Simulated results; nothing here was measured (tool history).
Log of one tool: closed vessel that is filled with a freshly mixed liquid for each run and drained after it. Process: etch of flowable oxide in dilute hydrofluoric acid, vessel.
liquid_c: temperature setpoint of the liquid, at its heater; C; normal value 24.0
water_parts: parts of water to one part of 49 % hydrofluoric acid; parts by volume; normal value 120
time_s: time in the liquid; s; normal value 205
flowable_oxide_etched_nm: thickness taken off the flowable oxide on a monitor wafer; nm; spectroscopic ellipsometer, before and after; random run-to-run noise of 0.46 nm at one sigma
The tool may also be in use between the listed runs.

run	hour	liquid_c	water_parts	time_s	wafers since the last listed run	hours since the thermometer was replaced	hours since the hydrofluoric acid flow meter was replaced	hours since the gauge calibration	read-back film thickness of the flowable oxide reference wafer, read on the same gauge (nm)	flowable_oxide_etched_nm
1	0.0	24.0	120	205	0	986.0	646.7	417.4	100.00	57.87
2	91.8	24.0	120	295	10755	1077.8	738.5	509.2	99.98	83.85
3	170.5	24.0	120	205	9220	1156.5	817.2	587.9	100.04	57.33
4	183.8	24.0	120	205	1558	1169.8	830.5	601.2	100.02	57.02
5	197.0	24.0	120	205	1546	1183.0	843.7	614.4	99.99	58.02
6	211.6	24.0	120	280	1710	1197.6	858.3	629.0	100.03	78.83
7	224.5	24.0	120	280	1511	1210.5	871.2	641.9	99.99	79.91
8	238.3	24.0	120	280	1616	1224.3	885.0	655.7	99.99	80.54
9	260.2	24.0	120	205	2565	1246.2	906.9	677.6	100.00	58.30
10	294.0	24.0	120	205	3959	1280.0	940.7	711.4	100.03	58.58
11	326.9	24.0	120	205	3854	1312.9	973.6	744.3	100.02	58.27
12	353.7	24.0	120	205	3139	1339.7	1000.4	771.1	100.03	58.55
# hour 379.3: thermometer replaced
13	385.9	24.0	120	280	3655	6.6	1032.6	803.3	100.00	75.04
# hour 404.4: hydrofluoric acid flow meter replaced
14	405.0	24.0	120	205	2120	25.7	0.6	822.4	100.00	55.24
15	421.3	24.0	120	205	1909	42.0	16.9	838.7	99.96	55.02
16	441.9	25.5	175	135	2413	62.6	37.5	859.3	99.98	24.24
17	461.6	22.0	120	205	2308	82.3	57.2	879.0	100.00	50.46
18	480.6	26.5	90	280	2225	101.3	76.2	898.0	100.01	113.32
# hour 507.9: gauge calibrated
19	514.9	24.0	75	205	4018	135.6	110.5	7.0	100.03	93.09
20	539.4	24.0	120	150	2870	160.1	135.0	31.5	100.02	40.47
21	554.3	24.0	120	205	1745	175.0	149.9	46.4	100.01	55.98
22	589.0	24.0	120	285	4065	209.7	184.6	81.1	99.96	76.19
23	609.2	19.5	105	250	2366	229.9	204.8	101.3	100.00	66.02
24	624.6	29.0	100	205	1804	245.3	220.2	116.7	100.02	82.45
25	683.7	24.0	120	205	6924	304.4	279.3	175.8	100.01	55.21
26	705.3	24.0	120	205	2530	326.0	300.9	197.4	100.02	55.83
27	737.4	21.5	60	205	3760	358.1	333.0	229.5	100.01	109.59
28	765.6	27.5	145	270	3303	386.3	361.2	257.7	100.00	67.55
29	783.1	20.5	120	275	2050	403.8	378.7	275.2	99.96	65.16
30	809.5	24.0	120	85	3092	430.2	405.1	301.6	100.00	23.03
31	823.6	26.5	120	205	1651	444.3	419.2	315.7	99.98	61.85
32	849.1	24.0	120	205	2987	469.8	444.7	341.2	100.01	55.87
33	871.1	28.0	120	110	2577	491.8	466.7	363.2	100.01	35.32
34	904.4	24.0	120	205	3901	525.1	500.0	396.5	99.98	56.31

Hidden state or all else? Some run-to-run changes of flowable_oxide_etched_nm, split into what the settings, what came in and random variation would give without the hidden state, and what is left for the hidden state (with any gauge scatter that isn't in both results):
Hidden conditions of the tool in this case: liquid hotter than its thermometer reads (K); hydrofluoric acid flow below the setpoint (%); gauge reads high (%).
Run 1 -> 2: time_s 205 -> 295. flowable_oxide_etched_nm +25.98 nm: hidden state +1.56, all else +24.42.
Run 5 -> 6: time_s 205 -> 280. flowable_oxide_etched_nm +20.81 nm: hidden state +1.22, all else +19.59.
Run 12 -> 13: time_s 205 -> 280, thermometer replaced. flowable_oxide_etched_nm +16.49 nm: hidden state -3.57, all else +20.06.
Run 17 -> 18: liquid_c 22.0 -> 26.5, water_parts 120 -> 90, time_s 205 -> 280. flowable_oxide_etched_nm +62.86 nm: hidden state +0.45, all else +62.41.
Run 19 -> 20: water_parts 75 -> 120, time_s 205 -> 150. flowable_oxide_etched_nm -52.62 nm: hidden state -0.38, all else -52.24.
Run 26 -> 27: liquid_c 24.0 -> 21.5, water_parts 120 -> 60. flowable_oxide_etched_nm +53.76 nm: hidden state +1.22, all else +52.54.
